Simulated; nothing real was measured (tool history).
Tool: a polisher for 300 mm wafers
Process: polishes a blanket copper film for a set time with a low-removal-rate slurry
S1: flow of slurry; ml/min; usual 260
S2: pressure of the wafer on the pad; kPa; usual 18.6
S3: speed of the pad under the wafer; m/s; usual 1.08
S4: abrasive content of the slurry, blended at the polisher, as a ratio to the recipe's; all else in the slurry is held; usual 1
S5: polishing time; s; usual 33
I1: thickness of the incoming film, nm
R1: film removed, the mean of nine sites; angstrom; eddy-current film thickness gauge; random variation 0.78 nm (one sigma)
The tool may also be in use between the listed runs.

Run 1, hour 0: usual settings; I1 1577.1. Result: R1 740 angstrom.
At hour 68.7: worn pad replaced by a new one.
Run 2, hour 79.2: usual settings; I1 1558.4. Result: R1 811 angstrom.
At hour 92.5: slurry nozzle cleaned.
Run 3, hour 186.6: usual settings; I1 1577.7. Result: R1 789 angstrom.
Run 4, hour 260: usual settings; I1 1599.6. Result: R1 770 angstrom.
Run 5, hour 337.1: usual settings but S3 1.24 m/s; I1 1590.1. Result: R1 885 angstrom.
Run 6, hour 382.6: usual settings; I1 1581. Result: R1 745 angstrom.
At hour 411.3: head pressure recalibrated.
Run 7, hour 474.5: usual settings; I1 1566.1. Result: R1 748 angstrom.
Run 8, hour 578.2: usual settings; I1 1581.4. Result: R1 742 angstrom.
At hour 649.2: slurry blender recalibrated.
Run 9, hour 653.7: usual settings; I1 1575.4. Result: R1 734 angstrom.
Run 10, hour 725.3: usual settings but S1 345 ml/min, S3 0.82 m/s; I1 1592.4. Result: R1 572 angstrom.
Run 11, hour 778.4: usual settings; I1 1570.2. Result: R1 733 angstrom.
At hour 805.2: worn pad replaced by a new one.
Run 12, hour 878.1: usual settings but S3 1.28 m/s, S4 1.3, S5 38 s; I1 1563. Result: R1 1159 angstrom.
Run 13, hour 959.9: usual settings but S2 14.5 kPa, S5 29 s; I1 1590.5. Result: R1 533 angstrom.
At hour 973.3: slurry nozzle cleaned.
Run 14, hour 998.1: usual settings but S5 21 s; I1 1563.2. Result: R1 495 angstrom.
Run 15, hour 1038.7: usual settings but S2 13.1 kPa, S4 0.9, S5 25 s; I1 1593.6. Result: R1 408 angstrom.
Run 16, hour 1125: usual settings but S4 0.75; I1 1586.3. Result: R1 720 angstrom.
Run 17, hour 1215.1: usual settings but S1 320 ml/min, S2 15.9 kPa, S3 0.8 m/s, S5 27 s; I1 1570.9. Result: R1 396 angstrom.
Run 18, hour 1257.9: usual settings but S1 180 ml/min, S3 0.9 m/s, S4 0.8, S5 21 s; I1 1596.4. Result: R1 380 angstrom.
Run 19, hour 1491.9: usual settings; I1 1587.4. Result: R1 737 angstrom.
At hour 1503.4: slurry blender recalibrated.
Run 20, hour 1583.1: usual settings but S1 220 ml/min, S2 15.2 kPa, S3 1.18 m/s, S5 37 s; I1 1571.1. Result: R1 722 angstrom.
At hour 1631.3: head pressure recalibrated.
At hour 1679.4: worn pad replaced by a new one.
Run 21, hour 1679.9: usual settings but S1 310 ml/min, S2 22.8 kPa, S4 0.8, S5 25 s; I1 1589.2. Result: R1 739 angstrom.
Run 22, hour 1780.7: usual settings; I1 1587.5. Result: R1 784 angstrom.
At hour 1818.2: slurry nozzle cleaned.
Run 23, hour 1837.7: usual settings but S3 0.84 m/s, S5 41 s; I1 1588.6. Result: R1 750 angstrom.
Run 24, hour 1935.5: usual settings but S1 180 ml/min, S3 0.84 m/s; I1 1549.5. Result: R1 579 angstrom.
Run 25, hour 2022.3: usual settings but S3 1.36 m/s; I1 1563.7. Result: R1 953 angstrom.
Run 26, hour 2073.1: usual settings; I1 1602.5. Result: R1 741 angstrom.
Run 27, hour 2169.7: usual settings but S1 225 ml/min, S2 14.5 kPa, S4 0.8, S5 44 s; I1 1597.6. Result: R1 741 angstrom.
At hour 2226.9: slurry blender recalibrated.
Run 28, hour 2228.2: usual settings; I1 1588.4. Result: R1 736 angstrom.
Run 29, hour 2332.4: usual settings; I1 1564.5. Result: R1 739 angstrom.
At hour 2447.1: worn pad replaced by a new one.
At hour 2519.1: slurry nozzle cleaned.
Run 30, hour 2654.3: usual settings; I1 1575.7. Result: R1 764 angstrom.
Run 31, hour 2751.5: usual settings but S3 0.72 m/s; I1 1564.3. Result: R1 514 angstrom.

Measured less the same run without the tool's hidden state. The same run-to-run variation is in both; the gauge's scatter may not be:
The hidden state here: removal rate lost through wear of the pad, %; slurry flow missing at the pad, %; deviation of the head's pressure from its setpoint, %; abrasive missing from the slurry, %.
run   R1
  1  -88
  2  -12
  3  -41
  4  -53
  5  -75
  6  -68
  7  -77
  8  -83
  9  -86
 10  -69
 11  -90
 12  -40
 13  -31
 14  -33
 15  -30
 16  -64
 17  -39
 18  -39
 19  -86
 20  -86
 21  -13
 22  -42
 23  -52
 24  -52
 25  -98
 26  -81
 27  -88
 28  -90
 29  -95
 30  -56
 31  -46

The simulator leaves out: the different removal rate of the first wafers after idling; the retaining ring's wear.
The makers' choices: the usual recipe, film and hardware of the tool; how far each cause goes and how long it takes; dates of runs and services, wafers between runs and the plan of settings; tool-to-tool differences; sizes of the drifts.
